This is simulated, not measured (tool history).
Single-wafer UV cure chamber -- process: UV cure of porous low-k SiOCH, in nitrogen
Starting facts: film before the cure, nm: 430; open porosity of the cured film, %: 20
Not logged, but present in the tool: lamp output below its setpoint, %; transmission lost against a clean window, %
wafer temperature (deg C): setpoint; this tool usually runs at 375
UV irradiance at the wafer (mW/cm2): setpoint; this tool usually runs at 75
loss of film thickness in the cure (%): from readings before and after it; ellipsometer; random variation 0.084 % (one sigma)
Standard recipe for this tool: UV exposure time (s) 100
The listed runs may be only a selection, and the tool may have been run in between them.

run,day,wafer temperature (deg C),UV exposure time (s),UV irradiance at the wafer (mW/cm2),wafers since the last listed run,hours since the UV bulbs were replaced,wafers since the quartz window was cleaned,loss of film thickness in the cure (%)
1,0,375,125,101,0,1984.8,800,6.74
2,0.667,375,100,75,105,2000.8,905,4.953
3,2.133,370,100,75,231,2036,1137,4.911
4,3.012,370,100,75,138,2057.1,1276,4.763
5,3.892,384,100,51,138,2078.2,1415,3.667
6,4.992,375,100,75,173,2104.6,1589,4.734
7,6.075,375,100,75,171,2130.6,1760,4.772
8,7.15,375,100,75,169,2156.4,1930,4.778
9,8.283,360,130,75,179,2183.6,2109,5.382
10,9.471,360,130,75,187,2212.1,2297,5.337
11,10.142,360,130,75,106,2228.2,2403,5.225
12,10.792,375,100,52,102,2243.8,2505,3.461
13,12.012,357,100,75,192,2273.1,2698,4.361
14,12.675,386,130,40,104,2289,2803,3.617
# day 13.038: quartz window cleaned
15,13.238,370,100,75,36,2302.5,31,4.429
16,13.804,394,60,75,89,2316.1,121,3.27
# day 14.825: UV bulbs replaced
17,14.846,375,100,75,111,0.5,233,5.836
18,16.279,375,100,75,226,34.9,459,5.86
19,17.562,368,100,75,202,65.7,662,5.831
20,21.4,391,50,75,606,157.8,1269,3.841
21,22.054,364,100,40,103,173.5,1372,3.741

The next listed run, before its measurement:
22,22.7,375,100,75,102,189,1474,?

{"run 22": {"loss of film thickness in the cure (%)": 6.13}}
Without the tool's hidden state the same run would have given loss of film thickness in the cure (%) 6.281.

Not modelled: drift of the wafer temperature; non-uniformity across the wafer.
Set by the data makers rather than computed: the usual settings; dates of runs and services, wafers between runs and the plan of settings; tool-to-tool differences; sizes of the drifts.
